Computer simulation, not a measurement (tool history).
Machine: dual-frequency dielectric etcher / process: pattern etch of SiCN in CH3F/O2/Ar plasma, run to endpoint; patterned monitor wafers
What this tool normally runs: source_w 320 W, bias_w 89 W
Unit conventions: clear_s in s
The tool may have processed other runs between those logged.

run,hour,source_w,bias_w,wafers since the last listed run,hours since the last wet clean,hours since the last source power generator calibration,hours since the last bias power generator calibration,hours since the last upper electrode change,"incoming incoming film thickness, nm",clear_s
1,0.0,360,89,0,213.6,2843.9,4871.4,3279.3,13.50,32.3
2,23.0,360,89,362,236.6,2866.9,4894.4,3302.3,13.45,32.3
3,38.6,360,89,246,252.2,2882.5,4910.0,3317.9,13.59,32.5
4,50.7,320,96,190,264.3,2894.6,4922.1,3330.0,13.55,32.6
5,62.1,320,89,179,275.7,2906.0,4933.5,3341.4,13.56,33.6
6,79.2,320,89,269,292.8,2923.1,4950.6,3358.5,13.51,33.8
7,95.9,320,89,263,309.5,2939.8,4967.3,3375.2,13.41,33.6
8,107.7,320,89,186,321.3,2951.6,4979.1,3387.0,13.41,33.3
9,118.4,320,89,168,332.0,2962.3,4989.8,3397.7,13.49,33.5
10,134.3,320,89,250,347.9,2978.2,5005.7,3413.6,13.44,33.1
11,163.5,320,89,460,377.1,3007.4,5034.9,3442.8,13.54,33.6
12,176.8,320,89,209,390.4,3020.7,5048.2,3456.1,13.81,34.4
13,184.5,320,78,121,398.1,3028.4,5055.9,3463.8,13.38,35.5
14,198.5,320,89,220,412.1,3042.4,5069.9,3477.8,13.53,33.4
# hour 204.0: bias power generator calibrated
15,215.5,320,89,205,429.1,3059.4,11.5,3494.8,13.54,33.6
16,232.7,290,89,271,446.3,3076.6,28.7,3512.0,13.53,34.6
17,244.5,320,73,186,458.1,3088.4,40.5,3523.8,13.55,36.9
# hour 250.3: source power generator calibrated
18,250.7,390,83,34,464.3,0.4,46.7,3530.0,13.53,32.1
19,266.5,390,89,249,480.1,16.2,62.5,3545.8,13.73,31.5
20,277.7,350,89,176,491.3,27.4,73.7,3557.0,13.53,32.6
# hour 313.5: wet clean of the chamber
21,314.0,280,89,194,0.5,63.7,110.0,3593.3,13.45,35.5
22,348.8,340,104,549,35.3,98.5,144.8,3628.1,13.51,30.8
# hour 407.7: upper electrode replaced
23,408.2,260,89,558,94.7,157.9,204.2,0.5,13.52,36.2
24,417.8,320,89,151,104.3,167.5,213.8,10.1,13.33,33.3
25,432.6,320,89,233,119.1,182.3,228.6,24.9,13.28,33.2
26,444.0,320,89,179,130.5,193.7,240.0,36.3,13.64,34.2
27,460.7,380,89,263,147.2,210.4,256.7,53.0,13.43,31.6
28,473.0,370,110,194,159.5,222.7,269.0,65.3,13.50,28.9

Run 29, settings as shown, results not yet in. Your forecast:
29,486.5,320,71,213,173.0,236.2,282.5,78.8,13.42,?

{"run 29": {"clear_s": 37.7}}
The same run, on a tool lacking any hidden state, would have yielded clear_s 37.9 s.
